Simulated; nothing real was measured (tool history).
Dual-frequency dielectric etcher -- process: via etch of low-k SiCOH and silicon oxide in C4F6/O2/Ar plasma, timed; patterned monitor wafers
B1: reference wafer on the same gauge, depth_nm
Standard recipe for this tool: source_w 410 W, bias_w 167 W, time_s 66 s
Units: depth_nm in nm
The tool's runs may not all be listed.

{"run": 1, "hour": 0.0, "source_w": 410, "bias_w": 167, "time_s": 66, "B1": 134.1, "depth_nm": 164}
{"run": 2, "hour": 44.4, "source_w": 410, "bias_w": 167, "time_s": 66, "B1": 134, "depth_nm": 162.6}
{"hour": 235.9, "done": "wet clean of the chamber"}
{"run": 3, "hour": 290.3, "source_w": 410, "bias_w": 167, "time_s": 66, "B1": 134, "depth_nm": 162.6}
{"run": 4, "hour": 335.3, "source_w": 410, "bias_w": 150, "time_s": 55, "B1": 134.1, "depth_nm": 131.1}
{"run": 5, "hour": 371.4, "source_w": 410, "bias_w": 150, "time_s": 55, "B1": 134.1, "depth_nm": 130.7}
{"run": 6, "hour": 437.8, "source_w": 410, "bias_w": 167, "time_s": 66, "B1": 134.1, "depth_nm": 163.4}
{"run": 7, "hour": 480.2, "source_w": 430, "bias_w": 167, "time_s": 66, "B1": 133.8, "depth_nm": 164.6}
{"run": 8, "hour": 536.0, "source_w": 430, "bias_w": 167, "time_s": 66, "B1": 134, "depth_nm": 164.3}
{"hour": 641.9, "done": "upper electrode replaced"}
{"run": 9, "hour": 642.4, "source_w": 430, "bias_w": 167, "time_s": 66, "B1": 134, "depth_nm": 163.1}
{"hour": 720.0, "done": "wet clean of the chamber"}
{"run": 10, "hour": 867.5, "source_w": 410, "bias_w": 167, "time_s": 66, "B1": 134, "depth_nm": 163.6}
{"run": 11, "hour": 941.5, "source_w": 410, "bias_w": 167, "time_s": 66, "B1": 133.9, "depth_nm": 163.7}
{"hour": 983.9, "done": "bias power generator calibrated"}
{"hour": 998.9, "done": "source power generator calibrated"}
{"run": 12, "hour": 1007.5, "source_w": 410, "bias_w": 167, "time_s": 66, "B1": 133.8, "depth_nm": 163.4}
{"hour": 1054.9, "done": "gauge calibrated"}
{"run": 13, "hour": 1068.7, "source_w": 410, "bias_w": 167, "time_s": 66, "B1": 134, "depth_nm": 161.9}
{"run": 14, "hour": 1119.3, "source_w": 460, "bias_w": 167, "time_s": 55, "B1": 134.1, "depth_nm": 140.5}
{"hour": 1186.8, "done": "wet clean of the chamber"}
{"run": 15, "hour": 1254.3, "source_w": 410, "bias_w": 167, "time_s": 66, "B1": 134, "depth_nm": 163.9}
{"run": 16, "hour": 1298.7, "source_w": 500, "bias_w": 192, "time_s": 85, "B1": 133.9, "depth_nm": 237}
{"run": 17, "hour": 1360.7, "source_w": 410, "bias_w": 167, "time_s": 66, "B1": 133.9, "depth_nm": 163.4}
{"run": 18, "hour": 1518.8, "source_w": 410, "bias_w": 167, "time_s": 48, "B1": 133.9, "depth_nm": 116.7}
{"run": 19, "hour": 1559.4, "source_w": 490, "bias_w": 167, "time_s": 78, "B1": 133.9, "depth_nm": 204.7}
{"hour": 1613.3, "done": "wet clean of the chamber"}
{"run": 20, "hour": 1626.8, "source_w": 340, "bias_w": 167, "time_s": 66, "B1": 134, "depth_nm": 153.8}
{"run": 21, "hour": 1681.4, "source_w": 410, "bias_w": 167, "time_s": 80.5, "B1": 133.9, "depth_nm": 199.2}
{"run": 22, "hour": 1768.3, "source_w": 480, "bias_w": 134, "time_s": 66, "B1": 133.9, "depth_nm": 159.8}
{"run": 23, "hour": 1848.6, "source_w": 410, "bias_w": 167, "time_s": 66, "B1": 134, "depth_nm": 162.7}
{"run": 24, "hour": 1930.2, "source_w": 410, "bias_w": 167, "time_s": 66, "B1": 134, "depth_nm": 160.2}
{"run": 25, "hour": 1982.6, "source_w": 410, "bias_w": 167, "time_s": 66, "B1": 133.9, "depth_nm": 161.2}
{"run": 26, "hour": 2058.7, "source_w": 410, "bias_w": 167, "time_s": 66, "B1": 133.9, "depth_nm": 161.9}
{"hour": 2122.3, "done": "wet clean of the chamber"}
{"run": 27, "hour": 2122.8, "source_w": 360, "bias_w": 191, "time_s": 74, "B1": 134.1, "depth_nm": 185.3}
{"run": 28, "hour": 2171.3, "source_w": 460, "bias_w": 202, "time_s": 84.5, "B1": 134, "depth_nm": 235.8}

The tool's hidden state at each run:
source power that arrives over what is set, %: 0 at every run
bias power that arrives over what is set, %: 0 at every run
gauge reads high (%): 0 at every run
H1: etch rate over this chamber's usual, %
run=1 H1=-0.343
run=2 H1=-0.566
run=3 H1=-0.277
run=4 H1=-0.503
run=5 H1=-0.685
run=6 H1=-1.02
run=7 H1=-1.23
run=8 H1=-1.51
run=9 H1=-2.05
run=10 H1=-0.358
run=11 H1=-0.73
run=12 H1=-1.06
run=13 H1=-1.37
run=14 H1=-1.63
run=15 H1=-0.273
run=16 H1=-0.497
run=17 H1=-0.809
run=18 H1=-1.6
run=19 H1=-1.81
run=20 H1=0.118
run=21 H1=-0.157
run=22 H1=-0.595
run=23 H1=-0.999
run=24 H1=-1.41
run=25 H1=-1.67
run=26 H1=-2.06
run=27 H1=0.216
run=28 H1=-0.0284
